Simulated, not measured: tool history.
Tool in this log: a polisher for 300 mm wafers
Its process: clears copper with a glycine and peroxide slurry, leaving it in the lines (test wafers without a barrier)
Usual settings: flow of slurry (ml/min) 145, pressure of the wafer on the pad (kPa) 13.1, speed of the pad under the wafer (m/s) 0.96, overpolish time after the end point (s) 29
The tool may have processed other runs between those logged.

run    hour  flow of slurry (ml/min)  pressure of the wafer on the pad (kPa)  speed of the pad under the wafer (m/s)  overpolish time after the end point (s)  incoming thickness of the incoming film, nm  time until the end point was called (s)  dishing of a wide line in a test structure (nm)
  1       0                      145                                    13.1                                    0.96                                       29                                        626.2                                    199.1                                             61.9
         45  -- worn pad replaced by a new one
  2    45.5                      145                                    13.1                                    0.96                                       29                                        631.5                                    200.6                                               63
  3    69.3                      120                                    13.1                                    0.96                                       29                                        630.9                                    206.3                                             58.3
        102  -- slurry nozzle cleaned
  4   140.7                      120                                    13.1                                    0.96                                       29                                        622.5                                    206.9                                             61.1
  5   167.4                      120                                    13.1                                    0.96                                       29                                        631.5                                    208.7                                             60.7
  6   207.4                      145                                    13.1                                    0.96                                       29                                        616.6                                    198.3                                             61.1
  7   301.9                      145                                    13.1                                    0.96                                       29                                        636.9                                    204.2                                             59.5
  8   340.9                      145                                    13.1                                    0.96                                       29                                        634.4                                    205.2                                             60.4
      349.5  -- worn pad replaced by a new one, of another model than before
  9   395.9                      145                                    13.1                                    0.96                                       29                                          623                                    207.3                                             59.5
 10   463.1                      145                                    13.1                                    0.96                                       29                                        617.6                                    204.3                                               61
 11   522.6                      145                                    13.1                                    0.96                                       38                                        612.3                                      203                                             71.5
 12   551.9                      145                                    13.1                                    0.96                                       29                                        638.9                                    212.4                                             59.9
 13   588.4                      145                                     9.7                                    0.96                                       29                                        635.8                                    268.2                                             48.8
 14     627                      145                                    13.1                                    0.96                                       29                                        617.1                                    204.2                                             57.1
        655  -- head pressure recalibrated
      670.4  -- worn pad replaced by a new one
 15   670.9                      145                                    13.1                                    0.96                                       29                                        626.4                                    191.4                                             63.7
 16   723.3                      160                                      11                                    0.66                                       19                                        631.6                                    250.5                                             36.8
      831.6  -- slurry nozzle cleaned
 17   908.4                      120                                    13.1                                    1.14                                       29                                        631.7                                    196.5                                             62.3
      942.9  -- worn pad replaced by a new one
 18   943.4                      145                                     9.7                                    0.96                                       36                                        617.2                                    257.9                                             59.3
 19   971.3                      190                                    13.1                                    0.72                                       29                                        621.5                                    214.2                                             58.3
 20  1026.6                      145                                    16.5                                    1.18                                       46                                        625.6                                    154.7                                             99.4
 21  1224.6                      105                                     9.7                                    1.16                                       43                                        620.1                                      250                                             66.2
     1253.5  -- worn pad replaced by a new one
 22  1289.2                      145                                    15.9                                    0.96                                       24                                        623.8                                    177.5                                             57.2
 23  1349.4                      145                                       9                                    0.86                                       29                                        618.4                                    282.8                                             45.5
 24    1414                      145                                    13.1                                    0.96                                       29                                        630.2                                    210.7                                             59.3
 25  1471.5                      115                                    13.1                                    0.96                                       29                                        625.1                                    213.4                                             60.7

For each run, what was the tool's unlogged condition?
removal rate lost through wear of the pad, %: 0 on each run
slurry flow missing at the pad, %: 0 on each run
H1: deviation of the head's pressure from its setpoint, %
run      H1
  1   -7.67
  2   -8.06
  3   -8.24
  4   -8.75
  5   -8.92
  6   -9.15
  7   -9.63
  8    -9.8
  9     -10
 10   -10.2
 11   -10.4
 12   -10.5
 13   -10.6
 14   -10.7
 15  -0.965
 16   -2.31
 17   -5.97
 18   -6.51
 19   -6.91
 20   -7.63
 21    -9.6
 22   -10.1
 23   -10.5
 24   -10.8
 25   -11.1
